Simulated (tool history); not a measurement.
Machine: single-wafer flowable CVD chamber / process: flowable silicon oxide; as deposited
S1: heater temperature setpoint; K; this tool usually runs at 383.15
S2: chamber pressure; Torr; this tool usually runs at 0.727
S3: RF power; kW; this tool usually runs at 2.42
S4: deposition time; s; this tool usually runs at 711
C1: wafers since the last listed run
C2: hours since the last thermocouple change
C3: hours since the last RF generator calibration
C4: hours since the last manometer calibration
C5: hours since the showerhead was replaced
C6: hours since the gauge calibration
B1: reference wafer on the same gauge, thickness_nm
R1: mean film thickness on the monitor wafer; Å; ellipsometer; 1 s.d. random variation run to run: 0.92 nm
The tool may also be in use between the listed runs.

run,hour,S1,S2,S3,S4,C1,C2,C3,C4,C5,C6,B1,R1
1,0,383.15,0.727,2.42,711,0,1910.3,1583.1,1650.7,4707.8,1324.8,347.958,3041.43
2,70.6,383.15,0.727,2.42,711,259,1980.9,1653.7,1721.3,4778.4,1395.4,348.372,3017.84
# hour 120.6: thermocouple changed; heater temperature recalibrated
3,127.1,383.15,0.727,2.42,711,178,6.5,1710.2,1777.8,4834.9,1451.9,347.895,2988.31
4,173,395.15,0.727,2.185,711,168,52.4,1756.1,1823.7,4880.8,1497.8,348.26,2140.93
5,205.1,395.15,0.727,2.185,711,117,84.5,1788.2,1855.8,4912.9,1529.9,347.595,2155.55
6,262.4,383.15,0.621,2.42,711,210,141.8,1845.5,1913.1,4970.2,1587.2,348.397,2679.07
7,317.5,383.15,0.621,2.42,711,202,196.9,1900.6,1968.2,5025.3,1642.3,347.912,2668.54
8,359.7,383.15,0.791,2.205,766,155,239.1,1942.8,2010.4,5067.5,1684.5,348.384,3418.68
9,397.2,383.15,0.727,2.17,711,137,276.6,1980.3,2047.9,5105,1722,348.115,2959.27
# hour 441.1: showerhead replaced
10,441.6,378.15,0.727,2.42,711,133,321,2024.7,2092.3,0.5,1766.4,348.329,3482.5
11,493.1,395.15,0.727,2.22,711,189,372.5,2076.2,2143.8,52,1817.9,347.445,2146.92
12,536.5,383.15,0.727,2.42,623,159,415.9,2119.6,2187.2,95.4,1861.3,348.199,2626.86
13,606.5,383.15,0.781,2.42,711,257,485.9,2189.6,2257.2,165.4,1931.3,348.364,3164.92
14,634.7,377.15,0.885,2.42,852,103,514.1,2217.8,2285.4,193.6,1959.5,347.643,4975.94
15,659,394.15,0.821,2.42,711,89,538.4,2242.1,2309.7,217.9,1983.8,347.681,2435.6
16,710.5,397.15,0.882,2.65,595,189,589.9,2293.6,2361.2,269.4,2035.3,348.488,2036.78
# hour 727.7: RF generator calibrated
# hour 734.6: gauge calibrated
17,746.7,383.15,0.727,2.42,711,103,626.1,19,2397.4,305.6,12.1,347.978,3000.25
18,791.1,374.15,0.675,2.03,762,163,670.5,63.4,2441.8,350,56.5,347.915,3888.71
19,823.6,371.15,0.727,2.42,711,119,703,95.9,2474.3,382.5,89,347.775,4259.49
# hour 838: capacitance manometer re-zeroed and calibrated
20,871.6,369.15,0.552,2.235,711,146,751,143.9,33.6,430.5,137,347.828,3717.8
21,914.6,383.15,0.727,2.42,711,157,794,186.9,76.6,473.5,180,347.535,3001.27
22,1106.5,394.15,0.824,2.61,853,704,985.9,378.8,268.5,665.4,371.9,347.724,2948.43
23,1175,383.15,0.727,2.42,711,251,1054.4,447.3,337,733.9,440.4,347.858,3007.31
24,1244.4,383.15,0.855,2.05,711,254,1123.8,516.7,406.4,803.3,509.8,347.613,3352.21
25,1281.5,383.15,0.876,1.965,797,136,1160.9,553.8,443.5,840.4,546.9,348.03,3792.5
26,1319,383.15,0.626,2.23,711,137,1198.4,591.3,481,877.9,584.4,347.845,2688.3
27,1372.2,377.15,0.727,2.42,711,195,1251.6,644.5,534.2,931.1,637.6,347.733,3565.45

A few steps of R1 between consecutive runs. Split each: what settings, incoming material and random variation would produce without the hidden state, and what is left over for the hidden state, along with gauge scatter present in only one of the two compared results (measured, and without hidden state):
Hidden state present: wafer temperature above the value expected at the setpoint (K); delivered RF power above the setpoint (%); true pressure above the setpoint (%); gauge reads high (%).
Run 2 -> 3: thermocouple changed; heater temperature recalibrated. R1 -29.53 Å: hidden state -42.05, all else +12.52.
Run 13 -> 14: S1 383.15 -> 377.15, S2 0.781 -> 0.885, S4 711 -> 852. R1 +1811.02 Å: hidden state +1.5, all else +1809.52.
Run 14 -> 15: S1 377.15 -> 394.15, S2 0.885 -> 0.821, S4 852 -> 711. R1 -2540.34 Å: hidden state -1.65, all else -2538.69.
Run 26 -> 27: S1 383.15 -> 377.15, S2 0.626 -> 0.727, S3 2.23 -> 2.42. R1 +877.15 Å: hidden state +5.35, all else +871.8.
